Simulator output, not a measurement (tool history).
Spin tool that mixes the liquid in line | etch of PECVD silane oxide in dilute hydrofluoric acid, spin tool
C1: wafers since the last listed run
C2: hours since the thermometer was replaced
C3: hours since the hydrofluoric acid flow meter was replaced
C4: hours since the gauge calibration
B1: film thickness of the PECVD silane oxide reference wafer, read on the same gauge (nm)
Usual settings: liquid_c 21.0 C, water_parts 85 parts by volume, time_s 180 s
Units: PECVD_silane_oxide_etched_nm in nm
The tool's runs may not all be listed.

Run 1, day 0.000: usual settings; C1 0; C2 690.8; C3 492.8; C4 740.9; B1 40.01. Result: PECVD_silane_oxide_etched_nm 29.91 nm.
At day 0.175: hydrofluoric acid flow meter replaced.
Run 2, day 1.321: usual settings; C1 127; C2 722.5; C3 27.5; C4 772.6; B1 40.01. Result: PECVD_silane_oxide_etched_nm 29.95 nm.
Run 3, day 4.179: usual settings; C1 285; C2 791.1; C3 96.1; C4 841.2; B1 40.00. Result: PECVD_silane_oxide_etched_nm 29.86 nm.
Run 4, day 6.362: usual settings; C1 218; C2 843.5; C3 148.5; C4 893.6; B1 40.00. Result: PECVD_silane_oxide_etched_nm 29.79 nm.
Run 5, day 8.967: usual settings; C1 260; C2 906.0; C3 211.0; C4 956.1; B1 40.00. Result: PECVD_silane_oxide_etched_nm 29.80 nm.
Run 6, day 10.812: usual settings; C1 184; C2 950.3; C3 255.3; C4 1000.4; B1 40.00. Result: PECVD_silane_oxide_etched_nm 29.57 nm.
Run 7, day 12.762: usual settings; C1 194; C2 997.1; C3 302.1; C4 1047.2; B1 39.97. Result: PECVD_silane_oxide_etched_nm 29.46 nm.
Run 8, day 15.679: usual settings but liquid_c 19.5 C, water_parts 70 parts by volume, time_s 225 s; C1 291; C2 1067.1; C3 372.1; C4 1117.2; B1 40.01. Result: PECVD_silane_oxide_etched_nm 42.87 nm.
Run 9, day 18.250: usual settings but liquid_c 25.0 C; C1 256; C2 1128.8; C3 433.8; C4 1178.9; B1 40.01. Result: PECVD_silane_oxide_etched_nm 34.68 nm.
At day 18.900: hydrofluoric acid flow meter replaced.
Run 10, day 19.679: usual settings; C1 138; C2 1163.1; C3 18.7; C4 1213.2; B1 40.00. Result: PECVD_silane_oxide_etched_nm 29.20 nm.
Run 11, day 21.492: usual settings; C1 181; C2 1206.6; C3 62.2; C4 1256.7; B1 40.00. Result: PECVD_silane_oxide_etched_nm 29.46 nm.
Run 12, day 22.508: usual settings but liquid_c 17.5 C, water_parts 120 parts by volume, time_s 135 s; C1 101; C2 1231.0; C3 86.6; C4 1281.1; B1 39.99. Result: PECVD_silane_oxide_etched_nm 12.96 nm.
Run 13, day 23.546: usual settings but water_parts 95 parts by volume; C1 103; C2 1255.9; C3 111.5; C4 1306.0; B1 39.99. Result: PECVD_silane_oxide_etched_nm 25.94 nm.
At day 23.817: gauge calibrated.
Run 14, day 24.712: usual settings but liquid_c 24.0 C, water_parts 70 parts by volume, time_s 115 s; C1 116; C2 1283.9; C3 139.5; C4 21.5; B1 40.01. Result: PECVD_silane_oxide_etched_nm 26.08 nm.
Run 15, day 26.538: usual settings but liquid_c 17.5 C, water_parts 60 parts by volume, time_s 135 s; C1 182; C2 1327.7; C3 183.3; C4 65.3; B1 40.01. Result: PECVD_silane_oxide_etched_nm 27.43 nm.
At day 26.812: thermometer replaced.
Run 16, day 27.596: usual settings but time_s 285 s; C1 101; C2 18.8; C3 208.7; C4 90.7; B1 40.01. Result: PECVD_silane_oxide_etched_nm 48.98 nm.
Run 17, day 28.717: usual settings; C1 111; C2 45.7; C3 235.6; C4 117.6; B1 40.01. Result: PECVD_silane_oxide_etched_nm 30.82 nm.
Run 18, day 31.688: usual settings; C1 296; C2 117.0; C3 306.9; C4 188.9; B1 40.00. Result: PECVD_silane_oxide_etched_nm 30.61 nm.
Run 19, day 33.000: usual settings; C1 131; C2 148.5; C3 338.4; C4 220.4; B1 40.00. Result: PECVD_silane_oxide_etched_nm 30.55 nm.
Run 20, day 35.767: usual settings but time_s 215 s; C1 276; C2 214.9; C3 404.8; C4 286.8; B1 40.02. Result: PECVD_silane_oxide_etched_nm 36.44 nm.
Run 21, day 37.304: usual settings; C1 153; C2 251.8; C3 441.7; C4 323.7; B1 40.00. Result: PECVD_silane_oxide_etched_nm 30.53 nm.
At day 38.183: hydrofluoric acid flow meter replaced.
Run 22, day 39.200: usual settings but liquid_c 18.5 C, water_parts 120 parts by volume, time_s 100 s; C1 185; C2 297.3; C3 24.4; C4 369.2; B1 39.99. Result: PECVD_silane_oxide_etched_nm 10.30 nm.
Run 23, day 40.733: usual settings; C1 153; C2 334.1; C3 61.2; C4 406.0; B1 40.00. Result: PECVD_silane_oxide_etched_nm 29.98 nm.
Run 24, day 47.604: usual settings; C1 686; C2 499.0; C3 226.1; C4 570.9; B1 40.02. Result: PECVD_silane_oxide_etched_nm 30.22 nm.
Run 25, day 49.767: usual settings but water_parts 100 parts by volume; C1 216; C2 550.9; C3 278.0; C4 622.8; B1 39.99. Result: PECVD_silane_oxide_etched_nm 25.47 nm.
Run 26, day 51.308: usual settings; C1 154; C2 587.9; C3 315.0; C4 659.8; B1 39.99. Result: PECVD_silane_oxide_etched_nm 30.37 nm.
Run 27, day 52.312: usual settings but water_parts 75 parts by volume; C1 100; C2 612.0; C3 339.1; C4 683.9; B1 40.01. Result: PECVD_silane_oxide_etched_nm 34.57 nm.
Run 28, day 53.871: usual settings but water_parts 100 parts by volume, time_s 230 s; C1 155; C2 649.4; C3 376.5; C4 721.3; B1 40.01. Result: PECVD_silane_oxide_etched_nm 32.10 nm.
Run 29, day 56.458: usual settings but liquid_c 23.0 C, water_parts 75 parts by volume; C1 258; C2 711.5; C3 438.6; C4 783.4; B1 40.03. Result: PECVD_silane_oxide_etched_nm 37.19 nm.
Run 30, day 58.325: usual settings; C1 186; C2 756.3; C3 483.4; C4 828.2; B1 40.02. Result: PECVD_silane_oxide_etched_nm 29.87 nm.
At day 58.933: hydrofluoric acid flow meter replaced.
Run 31, day 60.850: usual settings but liquid_c 25.0 C, water_parts 115 parts by volume, time_s 85 s; C1 248; C2 816.9; C3 46.0; C4 888.8; B1 40.03. Result: PECVD_silane_oxide_etched_nm 11.76 nm.
Run 32, day 63.238: usual settings but liquid_c 18.0 C; C1 238; C2 874.2; C3 103.3; C4 946.1; B1 39.99. Result: PECVD_silane_oxide_etched_nm 26.18 nm.

Measured less the same run without the tool's hidden state. The same run-to-run variation is in both; the gauge's scatter may not be:
The hidden state here: liquid colder than its thermometer reads (K); hydrofluoric acid flow below the setpoint (%); gauge reads high (%).
run  PECVD_silane_oxide_etched_nm
  1                         -0.87
  2                         -0.90
  3                         -0.98
  4                         -1.04
  5                         -1.11
  6                         -1.15
  7                         -1.22
  8                         -1.93
  9                         -1.55
 10                         -1.41
 11                         -1.47
 12                         -0.66
 13                         -1.33
 14                         -1.36
 15                         -1.57
 16                         -0.19
 17                         -0.14
 18                         -0.23
 19                         -0.26
 20                         -0.41
 21                         -0.39
 22                         -0.15
 23                         -0.47
 24                         -0.68
 25                         -0.62
 26                         -0.79
 27                         -0.95
 28                         -0.91
 29                         -1.14
 30                         -0.98
 31                         -0.39
 32                         -1.01

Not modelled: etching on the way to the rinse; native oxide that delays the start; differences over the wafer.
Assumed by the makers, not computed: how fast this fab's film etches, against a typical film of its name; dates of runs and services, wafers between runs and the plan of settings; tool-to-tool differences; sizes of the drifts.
